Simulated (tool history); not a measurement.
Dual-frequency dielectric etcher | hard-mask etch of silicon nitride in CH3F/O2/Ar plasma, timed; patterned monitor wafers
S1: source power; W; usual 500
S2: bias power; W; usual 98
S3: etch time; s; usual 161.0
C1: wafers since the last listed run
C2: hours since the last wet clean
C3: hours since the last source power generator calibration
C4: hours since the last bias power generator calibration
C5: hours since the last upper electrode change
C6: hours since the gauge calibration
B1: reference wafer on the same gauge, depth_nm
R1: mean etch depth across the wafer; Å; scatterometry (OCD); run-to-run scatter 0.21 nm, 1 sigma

| run | hour | S1 | S2 | S3 | C1 | C2 | C3 | C4 | C5 | C6 | B1 | R1 |
|---|---|---|---|---|---|---|---|---|---|---|---|---|
| 1 | 0.0 | 500 | 98 | 161.0 | 0 | 301.1 | 2066.3 | 4870.2 | 4879.8 | 367.7 | 112.0 | 1360 |
| 2 | 15.6 | 500 | 98 | 161.0 | 118 | 316.7 | 2081.9 | 4885.8 | 4895.4 | 383.3 | 112.0 | 1364 |
|  | 27.8 | source power generator calibrated |
| 3 | 29.6 | 500 | 98 | 161.0 | 76 | 330.7 | 1.8 | 4899.8 | 4909.4 | 397.3 | 111.9 | 1394 |
|  | 36.2 | bias power generator calibrated |
| 4 | 56.7 | 500 | 98 | 161.0 | 175 | 357.8 | 28.9 | 20.5 | 4936.5 | 424.4 | 112.0 | 1395 |
| 5 | 73.7 | 500 | 98 | 161.0 | 129 | 374.8 | 45.9 | 37.5 | 4953.5 | 441.4 | 112.1 | 1392 |
| 6 | 84.2 | 500 | 98 | 161.0 | 79 | 385.3 | 56.4 | 48.0 | 4964.0 | 451.9 | 112.0 | 1394 |
| 7 | 91.7 | 560 | 98 | 161.0 | 57 | 392.8 | 63.9 | 55.5 | 4971.5 | 459.4 | 112.0 | 1451 |
| 8 | 103.6 | 500 | 98 | 161.0 | 90 | 404.7 | 75.8 | 67.4 | 4983.4 | 471.3 | 112.0 | 1395 |
|  | 113.2 | gauge calibrated |
| 9 | 116.4 | 500 | 98 | 161.0 | 97 | 417.5 | 88.6 | 80.2 | 4996.2 | 3.2 | 112.0 | 1392 |
|  | 151.1 | upper electrode replaced |
| 10 | 151.6 | 500 | 98 | 161.0 | 85 | 452.7 | 123.8 | 115.4 | 0.5 | 38.4 | 111.9 | 1394 |
| 11 | 152.0 | 500 | 109 | 136.5 | 3 | 453.1 | 124.2 | 115.8 | 0.9 | 38.8 | 112.1 | 1236 |
| 12 | 171.1 | 380 | 82 | 189.5 | 145 | 472.2 | 143.3 | 134.9 | 20.0 | 57.9 | 112.0 | 1373 |
| 13 | 188.2 | 500 | 98 | 126.5 | 130 | 489.3 | 160.4 | 152.0 | 37.1 | 75.0 | 112.0 | 1095 |
| 14 | 201.6 | 500 | 98 | 161.0 | 102 | 502.7 | 173.8 | 165.4 | 50.5 | 88.4 | 112.0 | 1389 |
|  | 234.4 | wet clean of the chamber |
| 15 | 234.9 | 590 | 108 | 173.5 | 70 | 0.5 | 207.1 | 198.7 | 83.8 | 121.7 | 112.0 | 1674 |
| 16 | 235.2 | 430 | 80 | 161.0 | 2 | 0.8 | 207.4 | 199.0 | 84.1 | 122.0 | 112.0 | 1220 |
| 17 | 235.8 | 500 | 98 | 161.0 | 4 | 1.4 | 208.0 | 199.6 | 84.7 | 122.6 | 112.0 | 1403 |
| 18 | 248.5 | 560 | 104 | 149.0 | 96 | 14.1 | 220.7 | 212.3 | 97.4 | 135.3 | 111.9 | 1387 |
| 19 | 296.6 | 500 | 109 | 194.5 | 366 | 62.2 | 268.8 | 260.4 | 145.5 | 183.4 | 112.0 | 1775 |
| 20 | 306.0 | 500 | 98 | 124.0 | 71 | 71.6 | 278.2 | 269.8 | 154.9 | 192.8 | 112.0 | 1079 |
| 21 | 320.2 | 550 | 76 | 130.5 | 108 | 85.8 | 292.4 | 284.0 | 169.1 | 207.0 | 112.0 | 1057 |
| 22 | 326.6 | 460 | 117 | 194.0 | 48 | 92.2 | 298.8 | 290.4 | 175.5 | 213.4 | 112.0 | 1765 |
| 23 | 336.0 | 560 | 88 | 124.0 | 71 | 101.6 | 308.2 | 299.8 | 184.9 | 222.8 | 112.0 | 1075 |
| 24 | 353.8 | 610 | 86 | 129.5 | 135 | 119.4 | 326.0 | 317.6 | 202.7 | 240.6 | 111.9 | 1146 |
| 25 | 361.9 | 550 | 118 | 129.0 | 61 | 127.5 | 334.1 | 325.7 | 210.8 | 248.7 | 112.0 | 1259 |
| 26 | 370.7 | 500 | 98 | 161.0 | 67 | 136.3 | 342.9 | 334.5 | 219.6 | 257.5 | 112.0 | 1399 |
| 27 | 377.3 | 570 | 75 | 203.0 | 50 | 142.9 | 349.5 | 341.1 | 226.2 | 264.1 | 112.0 | 1656 |
| 28 | 391.4 | 440 | 98 | 161.0 | 107 | 157.0 | 363.6 | 355.2 | 240.3 | 278.2 | 112.0 | 1334 |
| 29 | 397.8 | 540 | 75 | 188.5 | 48 | 163.4 | 370.0 | 361.6 | 246.7 | 284.6 | 112.1 | 1509 |
| 30 | 404.9 | 500 | 91 | 124.5 | 54 | 170.5 | 377.1 | 368.7 | 253.8 | 291.7 | 112.0 | 1049 |
| 31 | 421.0 | 500 | 98 | 161.0 | 122 | 186.6 | 393.2 | 384.8 | 269.9 | 307.8 | 112.0 | 1399 |

Selected run-to-run steps in R1, each split into two signed amounts: the part the tool would show with no hidden state at all (from settings, incoming material and random variation), and the remainder, which goes to the hidden state together with any gauge scatter not common to the measured and the hidden-state-free results:
What the log doesn't record here: etch rate over this chamber's usual, %; source power that arrives over what is set, %; bias power that arrives over what is set, %; gauge reads high (%).
Run 2 -> 3: source power generator calibrated. R1 +30 Å: hidden state +35, all else -5.
Run 13 -> 14: S3 126.5 -> 161.0. R1 +294 Å: hidden state -3, all else +297.
Run 14 -> 15: S1 500 -> 590, S2 98 -> 108, S3 161.0 -> 173.5, wet clean of the chamber. R1 +285 Å: hidden state +15, all else +270.
Run 19 -> 20: S2 109 -> 98, S3 194.5 -> 124.0. R1 -696 Å: hidden state +0, all else -696.
Run 21 -> 22: S1 550 -> 460, S2 76 -> 117, S3 130.5 -> 194.0. R1 +708 Å: hidden state +0, all else +708.
Run 22 -> 23: S1 460 -> 560, S2 117 -> 88, S3 194.0 -> 124.0. R1 -690 Å: hidden state -1, all else -689.
